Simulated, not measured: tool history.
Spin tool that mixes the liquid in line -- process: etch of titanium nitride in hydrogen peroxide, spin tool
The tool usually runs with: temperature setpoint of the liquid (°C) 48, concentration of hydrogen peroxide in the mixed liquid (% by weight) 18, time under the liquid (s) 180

run    hour  temperature setpoint of the liquid (°C)  concentration of hydrogen peroxide in the mixed liquid (% by weight)  time under the liquid (s)  wafers since the last listed run  hours since the thermometer was replaced  hours since the peroxide flow meter was replaced  hours since the heated supply line was repaired  hours since the drum of peroxide was connected  hours since the gauge calibration  read-back film thickness of the titanium nitride reference wafer, read on the same gauge (nm)  thickness taken off the titanium nitride on a monitor wafer (nm)
  1       0                                       48                                                                    18                        180                                 0                                     517.8                                             556.8                                            949.9                                          1028.3                             1836.1                                                                                          50.02                                                              6.62
       83.5  -- new drum of peroxide connected
  2      84                                       48                                                                    18                        180                               439                                     601.8                                             640.8                                           1033.9                                             0.5                             1920.1                                                                                             50                                                              6.55
  3   165.7                                       48                                                                  21.5                        280                               432                                     683.5                                             722.5                                           1115.6                                            82.2                             2001.8                                                                                          49.98                                                             10.43
  4   214.2                                     38.5                                                                  15.5                        265                               256                                       732                                               771                                           1164.1                                           130.7                             2050.3                                                                                          50.03                                                              4.56
  5   308.6                                     44.5                                                                  13.5                        135                               499                                     826.4                                             865.4                                           1258.5                                           225.1                             2144.7                                                                                          49.99                                                              3.55
      321.8  -- heated supply line repaired
      357.6  -- gauge calibrated
  6   392.7                                       48                                                                    18                        180                               440                                     910.5                                             949.5                                             70.9                                           309.2                               35.1                                                                                          50.03                                                              6.95
      395.4  -- peroxide flow meter replaced
  7   437.5                                       48                                                                  15.5                        180                               231                                     955.3                                              42.1                                            115.7                                             354                               79.9                                                                                          50.07                                                              6.78
  8     495                                       48                                                                    18                        275                               304                                    1012.8                                              99.6                                            173.2                                           411.5                              137.4                                                                                          49.98                                                             10.58
      543.3  -- thermometer replaced
  9   557.4                                       48                                                                    23                        285                               325                                      14.1                                               162                                            235.6                                           473.9                              199.8                                                                                          49.99                                                             11.58
 10   663.7                                     39.5                                                                    18                        180                               562                                     120.4                                             268.3                                            341.9                                           580.2                              306.1                                                                                          49.93                                                              3.66
 11   700.3                                       48                                                                    18                        180                               193                                       157                                             304.9                                            378.5                                           616.8                              342.7                                                                                             50                                                              6.93
 12   749.3                                     44.5                                                                    20                        180                               259                                       206                                             353.9                                            427.5                                           665.8                              391.7                                                                                          50.02                                                              5.35
 13     792                                       48                                                                    18                        180                               226                                     248.7                                             396.6                                            470.2                                           708.5                              434.4                                                                                          49.95                                                              6.74
 14   851.7                                     55.5                                                                    18                        180                               316                                     308.4                                             456.3                                            529.9                                           768.2                              494.1                                                                                          49.99                                                             11.47
 15   901.8                                       48                                                                    18                        180                               265                                     358.5                                             506.4                                              580                                           818.3                              544.2                                                                                          49.98                                                              6.73
 16   983.9                                     53.5                                                                    18                        180                               434                                     440.6                                             588.5                                            662.1                                           900.4                              626.3                                                                                          49.95                                                              9.92
 17  1036.6                                       52                                                                    18                        180                               279                                     493.3                                             641.2                                            714.8                                           953.1                                679                                                                                          50.01                                                              8.92
 18    1131                                       48                                                                  22.5                        180                               499                                     587.7                                             735.6                                            809.2                                          1047.5                              773.4                                                                                          50.03                                                              6.93
     1181.2  -- new drum of peroxide connected
     1186.5  -- peroxide flow meter replaced
 19  1193.4                                       48                                                                    15                        180                               319                                     650.1                                               6.9                                            871.6                                            12.2                              835.8                                                                                          49.97                                                              6.47
 20  1237.5                                       52                                                                    15                        125                               233                                     694.2                                                51                                            915.7                                            56.3                              879.9                                                                                          50.01                                                              5.91
 21    1313                                     54.5                                                                    14                        210                               399                                     769.7                                             126.5                                            991.2                                           131.8                              955.4                                                                                          49.95                                                              11.8
 22  1361.4                                       48                                                                    18                        180                               256                                     818.1                                             174.9                                           1039.6                                           180.2                             1003.8                                                                                          49.99                                                              6.62
 23  1430.5                                       42                                                                    20                         95                               365                                     887.2                                               244                                           1108.7                                           249.3                             1072.9                                                                                          50.03                                                              2.26
     1487.9  -- heated supply line repaired
 24  1508.9                                     54.5                                                                  15.5                        240                               409                                     965.6                                             322.4                                               21                                           327.7                             1151.3                                                                                             50                                                             14.28

Forecast each of these 5 alternatives for the next run:
  A  1509.4                                       48                                                                    18                        180                                 2                                     966.1                                             322.9                                             21.5                                           328.2                             1151.8                                                                                              ?                                                                 ?
  B  1509.4                                       53                                                                    18                         95                                 2                                     966.1                                             322.9                                             21.5                                           328.2                             1151.8                                                                                              ?                                                                 ?
  C  1509.4                                     51.5                                                                    18                        220                                 2                                     966.1                                             322.9                                             21.5                                           328.2                             1151.8                                                                                              ?                                                                 ?
  D  1509.4                                       42                                                                  21.5                        180                                 2                                     966.1                                             322.9                                             21.5                                           328.2                             1151.8                                                                                              ?                                                                 ?
  E  1509.4                                       48                                                                    16                        180                                 2                                     966.1                                             322.9                                             21.5                                           328.2                             1151.8                                                                                              ?                                                                 ?

run  read-back film thickness of the titanium nitride reference wafer, read on the same gauge (nm)  thickness taken off the titanium nitride on a monitor wafer (nm)
  A                                                                                          49.97                                                              6.89
  B                                                                                          49.97                                                              5.21
  C                                                                                          49.97                                                             10.85
  D                                                                                          49.97                                                              4.57
  E                                                                                          49.97                                                              6.72
The same runs, with their run-to-run variation unchanged, on a tool lacking any hidden condition would have given:
run  thickness taken off the titanium nitride on a monitor wafer (nm)
  A                                                              7.04
  B                                                              5.33
  C                                                             11.09
  D                                                              4.68
  E                                                              6.87
